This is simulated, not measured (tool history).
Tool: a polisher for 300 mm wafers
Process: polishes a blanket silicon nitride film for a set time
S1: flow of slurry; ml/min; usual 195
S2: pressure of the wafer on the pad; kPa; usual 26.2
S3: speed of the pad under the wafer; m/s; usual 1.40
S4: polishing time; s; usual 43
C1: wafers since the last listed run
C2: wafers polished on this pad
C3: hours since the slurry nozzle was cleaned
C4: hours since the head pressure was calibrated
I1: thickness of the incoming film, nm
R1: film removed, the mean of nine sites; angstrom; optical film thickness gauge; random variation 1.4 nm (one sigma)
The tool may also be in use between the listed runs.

run	day	S1	S2	S3	S4	C1	C2	C3	C4	I1	R1
1	0.000	160	26.2	1.40	43	0	115	416.8	876.9	394.9	970
2	0.821	160	26.2	1.40	43	240	356	436.5	896.6	386.2	981
3	1.325	195	26.2	1.40	43	147	503	448.6	908.7	390.8	998
4	2.233	195	26.2	1.40	43	265	769	470.4	930.5	387.7	1033
5	3.221	195	26.2	1.40	43	288	1057	494.1	954.2	387.0	1045
6	4.129	195	26.2	1.40	43	265	1323	515.9	976.0	392.5	1010
7	5.667	195	26.2	1.40	43	449	1773	552.8	1012.9	396.1	1046
# day 6.100: worn pad replaced by a new one
8	6.767	245	26.2	1.40	43	272	194	579.2	1039.3	398.3	1068
9	7.571	245	26.2	1.40	43	235	429	598.5	1058.6	389.0	1057
10	8.575	245	26.2	1.40	43	293	723	622.6	1082.7	386.3	1085
# day 9.346: slurry nozzle cleaned
11	9.367	195	26.2	1.40	36	219	942	0.5	1101.7	384.4	845
12	10.338	245	26.2	1.40	43	283	1226	23.8	1125.0	388.1	1074
# day 11.371: worn pad replaced by a new one
13	11.392	265	20.0	1.58	54	259	6	49.1	1150.3	395.0	1197
14	12.567	235	33.8	1.10	43	343	350	77.3	1178.5	384.8	1113
15	15.954	160	22.8	1.52	48	990	1340	158.6	1259.8	389.4	1082
16	17.417	195	19.3	1.40	32	427	1768	193.7	1294.9	391.6	598
# day 17.783: head pressure recalibrated
# day 17.879: worn pad replaced by a new one
17	18.821	195	17.2	1.40	53	358	275	227.4	24.9	396.4	940
# day 21.483: head pressure recalibrated, repeated, since the last time left the tool worse
18	22.058	195	26.2	1.40	43	922	1197	305.1	13.8	388.8	996
# day 23.254: worn pad replaced by a new one
19	23.742	195	33.1	1.40	43	443	142	345.5	54.2	395.2	1222
20	25.167	195	21.4	1.24	43	416	559	379.7	88.4	384.4	757
21	25.929	195	21.4	1.24	43	223	782	398.0	106.7	384.0	739
22	27.250	160	26.2	1.40	43	386	1168	429.7	138.4	391.7	976
23	28.517	235	26.2	1.26	29	370	1539	460.1	168.8	384.9	615

5 ways to go on from here, each from the tool as it stands after run 23. What would each give?
A	28.533	195	26.2	1.40	43	4	1544	460.5	169.2	389.8	?
B	28.533	250	26.2	1.40	57	4	1544	460.5	169.2	389.8	?
C	28.533	255	26.2	1.58	43	4	1544	460.5	169.2	389.8	?
D	28.533	250	26.2	1.40	50	4	1544	460.5	169.2	389.8	?
E	28.533	195	26.2	1.26	37	4	1544	460.5	169.2	389.8	?

run	R1
A	990
B	1354
C	1128
D	1188
E	783
Without the tool's hidden state the same runs would have given:
run	R1
A	978
B	1338
C	1115
D	1174
E	773

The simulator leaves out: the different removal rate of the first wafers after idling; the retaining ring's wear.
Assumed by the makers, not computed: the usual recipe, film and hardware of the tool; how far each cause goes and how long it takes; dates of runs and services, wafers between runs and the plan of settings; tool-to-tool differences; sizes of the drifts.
